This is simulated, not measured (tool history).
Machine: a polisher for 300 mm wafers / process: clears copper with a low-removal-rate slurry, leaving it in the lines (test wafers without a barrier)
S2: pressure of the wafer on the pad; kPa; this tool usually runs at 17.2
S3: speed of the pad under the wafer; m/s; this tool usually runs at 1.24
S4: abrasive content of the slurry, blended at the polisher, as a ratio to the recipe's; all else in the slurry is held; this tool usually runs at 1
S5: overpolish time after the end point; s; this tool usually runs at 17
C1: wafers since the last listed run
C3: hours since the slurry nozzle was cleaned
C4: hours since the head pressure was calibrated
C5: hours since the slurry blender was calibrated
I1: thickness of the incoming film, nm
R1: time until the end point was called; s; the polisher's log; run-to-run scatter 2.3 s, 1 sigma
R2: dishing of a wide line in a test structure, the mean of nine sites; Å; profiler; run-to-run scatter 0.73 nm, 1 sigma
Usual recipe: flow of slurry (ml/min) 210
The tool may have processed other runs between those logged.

run 1 hour=0 | flow_of_slurry_(ml/min)=210 S2=17.2 S3=1.24 S4=1 S5=24 | C1=0 wafers_polished_on_this_pad=2302 C3=620 C4=1320.2 C5=580.9 | I1=527.3 | R1=169.5 R2=491
-- hour=66.6 slurry blender recalibrated
-- hour=72.6 slurry nozzle cleaned
run 2 hour=83.2 | flow_of_slurry_(ml/min)=210 S2=17.2 S3=1.24 S4=1 S5=17 | C1=428 wafers_polished_on_this_pad=2730 C3=10.6 C4=1403.4 C5=16.6 | I1=511.4 | R1=164.2 R2=374
run 3 hour=135.2 | flow_of_slurry_(ml/min)=210 S2=17.2 S3=1.24 S4=1 S5=17 | C1=278 wafers_polished_on_this_pad=3009 C3=62.6 C4=1455.4 C5=68.6 | I1=521.2 | R1=172 R2=371
run 4 hour=225.8 | flow_of_slurry_(ml/min)=210 S2=17.2 S3=1.24 S4=1 S5=17 | C1=484 wafers_polished_on_this_pad=3493 C3=153.2 C4=1546 C5=159.2 | I1=524.2 | R1=169.8 R2=375
-- hour=266.6 head pressure recalibrated
-- hour=267.8 worn pad replaced by a new one
run 5 hour=279.4 | flow_of_slurry_(ml/min)=210 S2=17.2 S3=1.24 S4=1 S5=17 | C1=269 wafers_polished_on_this_pad=62 C3=206.8 C4=12.8 C5=212.8 | I1=521 | R1=151.3 R2=408
run 6 hour=364.8 | flow_of_slurry_(ml/min)=210 S2=17.2 S3=1.24 S4=1 S5=17 | C1=456 wafers_polished_on_this_pad=518 C3=292.2 C4=98.2 C5=298.2 | I1=518.3 | R1=151.5 R2=392
run 7 hour=527.7 | flow_of_slurry_(ml/min)=185 S2=13.1 S3=1.24 S4=0.85 S5=17 | C1=871 wafers_polished_on_this_pad=1389 C3=455.1 C4=261.1 C5=461.1 | I1=508.7 | R1=212 R2=304
run 8 hour=621.8 | flow_of_slurry_(ml/min)=165 S2=14.5 S3=0.8 S4=1 S5=9 | C1=503 wafers_polished_on_this_pad=1892 C3=549.2 C4=355.2 C5=555.2 | I1=521.2 | R1=273.9 R2=134
run 9 hour=699.4 | flow_of_slurry_(ml/min)=165 S2=21.4 S3=0.84 S4=1 S5=10 | C1=414 wafers_polished_on_this_pad=2307 C3=626.8 C4=432.8 C5=632.8 | I1=520.8 | R1=191.3 R2=215
-- hour=721.8 slurry blender recalibrated
run 10 hour=798.8 | flow_of_slurry_(ml/min)=210 S2=17.2 S3=1.04 S4=0.9 S5=17 | C1=520 wafers_polished_on_this_pad=2828 C3=726.2 C4=532.2 C5=77 | I1=527.1 | R1=195.5 R2=336
-- hour=848.5 slurry nozzle cleaned
run 11 hour=906.4 | flow_of_slurry_(ml/min)=210 S2=17.2 S3=1.24 S4=1 S5=17 | C1=569 wafers_polished_on_this_pad=3398 C3=57.9 C4=639.8 C5=184.6 | I1=530.8 | R1=172 R2=381
-- hour=927.6 worn pad replaced by a new one
run 12 hour=1002.7 | flow_of_slurry_(ml/min)=145 S2=17.2 S3=1.24 S4=1.2 S5=12 | C1=493 wafers_polished_on_this_pad=401 C3=154.2 C4=736.1 C5=280.9 | I1=510.6 | R1=164.7 R2=294
run 13 hour=1055.9 | flow_of_slurry_(ml/min)=230 S2=17.2 S3=1.24 S4=0.85 S5=17 | C1=284 wafers_polished_on_this_pad=685 C3=207.4 C4=789.3 C5=334.1 | I1=529.1 | R1=166.1 R2=370
run 14 hour=1105.6 | flow_of_slurry_(ml/min)=265 S2=20 S3=0.98 S4=1 S5=8 | C1=265 wafers_polished_on_this_pad=951 C3=257.1 C4=839 C5=383.8 | I1=521.7 | R1=164.2 R2=194
run 15 hour=1185.5 | flow_of_slurry_(ml/min)=210 S2=17.2 S3=1.24 S4=1 S5=17 | C1=427 wafers_polished_on_this_pad=1378 C3=337 C4=918.9 C5=463.7 | I1=521.8 | R1=165.6 R2=393
-- hour=1465.6 slurry blender recalibrated
run 16 hour=1492.4 | flow_of_slurry_(ml/min)=155 S2=13.1 S3=1.24 S4=1.25 S5=13 | C1=1630 wafers_polished_on_this_pad=3009 C3=643.9 C4=1225.8 C5=26.8 | I1=523.2 | R1=218.5 R2=236
-- hour=1511.2 slurry nozzle cleaned
run 17 hour=1556.4 | flow_of_slurry_(ml/min)=190 S2=19.3 S3=1.66 S4=1 S5=17 | C1=336 wafers_polished_on_this_pad=3346 C3=45.2 C4=1289.8 C5=90.8 | I1=529.2 | R1=127.9 R2=494
run 18 hour=1608.8 | flow_of_slurry_(ml/min)=235 S2=22.8 S3=1.6 S4=1 S5=25 | C1=280 wafers_polished_on_this_pad=3626 C3=97.6 C4=1342.2 C5=143.2 | I1=525.2 | R1=107.9 R2=743
-- hour=1620.3 head pressure recalibrated
-- hour=1631.1 worn pad replaced by a new one
run 19 hour=1673.2 | flow_of_slurry_(ml/min)=210 S2=20.7 S3=1.24 S4=0.85 S5=17 | C1=312 wafers_polished_on_this_pad=225 C3=162 C4=52.9 C5=207.6 | I1=517.2 | R1=135.6 R2=452
run 20 hour=1765.5 | flow_of_slurry_(ml/min)=245 S2=17.2 S3=1.1 S4=1.2 S5=23 | C1=493 wafers_polished_on_this_pad=718 C3=254.3 C4=145.2 C5=299.9 | I1=518.9 | R1=166 R2=489
run 21 hour=1811.4 | flow_of_slurry_(ml/min)=210 S2=22.8 S3=1.52 S4=1 S5=24 | C1=245 wafers_polished_on_this_pad=964 C3=300.2 C4=191.1 C5=345.8 | I1=531.1 | R1=106.7 R2=721
run 22 hour=1907.1 | flow_of_slurry_(ml/min)=210 S2=17.2 S3=1.24 S4=1.15 S5=24 | C1=511 wafers_polished_on_this_pad=1475 C3=395.9 C4=286.8 C5=441.5 | I1=530.5 | R1=163.2 R2=526
run 23 hour=1980.1 | flow_of_slurry_(ml/min)=210 S2=17.2 S3=1.24 S4=1 S5=17 | C1=390 wafers_polished_on_this_pad=1866 C3=468.9 C4=359.8 C5=514.5 | I1=526.6 | R1=167 R2=393
run 24 hour=2103 | flow_of_slurry_(ml/min)=210 S2=17.2 S3=1.24 S4=1 S5=17 | C1=657 wafers_polished_on_this_pad=2523 C3=591.8 C4=482.7 C5=637.4 | I1=525.4 | R1=167 R2=374
run 25 hour=2209.6 | flow_of_slurry_(ml/min)=260 S2=20.7 S3=1.24 S4=1 S5=17 | C1=569 wafers_polished_on_this_pad=3093 C3=698.4 C4=589.3 C5=744 | I1=522.7 | R1=139.9 R2=455
run 26 hour=2247.4 | flow_of_slurry_(ml/min)=210 S2=17.2 S3=1.24 S4=1 S5=17 | C1=202 wafers_polished_on_this_pad=3295 C3=736.2 C4=627.1 C5=781.8 | I1=515.9 | R1=166.5 R2=372
-- hour=2262.5 slurry blender recalibrated
-- hour=2283.9 slurry nozzle cleaned
-- hour=2315.2 worn pad replaced by a new one
run 27 hour=2455.6 | flow_of_slurry_(ml/min)=165 S2=20.7 S3=1.66 S4=1 S5=9 | C1=1075 wafers_polished_on_this_pad=750 C3=171.7 C4=835.3 C5=193.1 | I1=518.5 | R1=108.7 R2=320
run 28 hour=2552.4 | flow_of_slurry_(ml/min)=210 S2=23.4 S3=1.44 S4=1.3 S5=8 | C1=517 wafers_polished_on_this_pad=1268 C3=268.5 C4=932.1 C5=289.9 | I1=525 | R1=101.8 R2=303
run 29 hour=2649.6 | flow_of_slurry_(ml/min)=210 S2=17.2 S3=1.24 S4=1 S5=17 | C1=519 wafers_polished_on_this_pad=1787 C3=365.7 C4=1029.3 C5=387.1 | I1=510.4 | R1=163.4 R2=385

3 options for the next run, each taken on its own from the tool as it stands now. Forecast them:
run A hour=2650.1 | flow_of_slurry_(ml/min)=210 S2=17.2 S3=1.24 S4=1 S5=23 | C1=2 wafers_polished_on_this_pad=1790 C3=366.2 C4=1029.8 C5=387.6 | I1=511.5 | R1=? R2=?
run B hour=2650.1 | flow_of_slurry_(ml/min)=265 S2=13.8 S3=1.58 S4=0.8 S5=17 | C1=2 wafers_polished_on_this_pad=1790 C3=366.2 C4=1029.8 C5=387.6 | I1=511.5 | R1=? R2=?
run C hour=2650.1 | flow_of_slurry_(ml/min)=165 S2=17.2 S3=1.24 S4=1 S5=17 | C1=2 wafers_polished_on_this_pad=1790 C3=366.2 C4=1029.8 C5=387.6 | I1=511.5 | R1=? R2=?

run=A R1=161.1 R2=481
run=B R1=163.2 R2=367
run=C R1=167.3 R2=363
With the hidden condition removed and each run's random variation left untouched, the same runs would have given:
run=A R1=147.4 R2=515
run=B R1=149.4 R2=395
run=C R1=153.1 R2=391

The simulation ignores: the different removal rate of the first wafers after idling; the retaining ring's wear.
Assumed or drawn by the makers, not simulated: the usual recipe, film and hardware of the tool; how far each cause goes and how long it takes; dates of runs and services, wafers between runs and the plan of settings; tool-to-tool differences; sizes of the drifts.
